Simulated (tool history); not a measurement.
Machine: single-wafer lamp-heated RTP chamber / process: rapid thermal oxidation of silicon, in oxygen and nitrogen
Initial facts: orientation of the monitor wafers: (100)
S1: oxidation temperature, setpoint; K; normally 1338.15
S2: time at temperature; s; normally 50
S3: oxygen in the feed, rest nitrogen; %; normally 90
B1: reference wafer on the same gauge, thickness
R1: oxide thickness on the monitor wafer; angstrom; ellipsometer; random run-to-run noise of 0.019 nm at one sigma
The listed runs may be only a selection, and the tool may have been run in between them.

run   hour       S1  S2  S3     B1      R1
  1    0.0  1329.15  56  90  8.126   86.90
  2   63.6  1329.15  56  90  8.129   87.15
      73.6  -- pyrometer window cleaned and pyrometer calibrated
  3  107.5  1338.15  50  90  8.130   86.41
  4  138.1  1338.15  50  90  8.129   86.42
  5  162.5  1338.15  50  90  8.132   86.54
  6  359.7  1359.15  50  90  8.132  100.77
     415.2  -- gauge calibrated
  7  418.5  1359.15  50  90  8.129  100.98
     447.0  -- pyrometer window cleaned and pyrometer calibrated
  8  468.0  1359.15  50  90  8.130   98.27

Estimate the outcome of run 9 from the log above:
  9  501.9  1338.15  44  90   ?   ?

Run 9 measured B1 8.127, R1 81.45 angstrom.
On a tool with no hidden condition, and with the same random variation, this run would have come out at R1 80.35 angstrom.
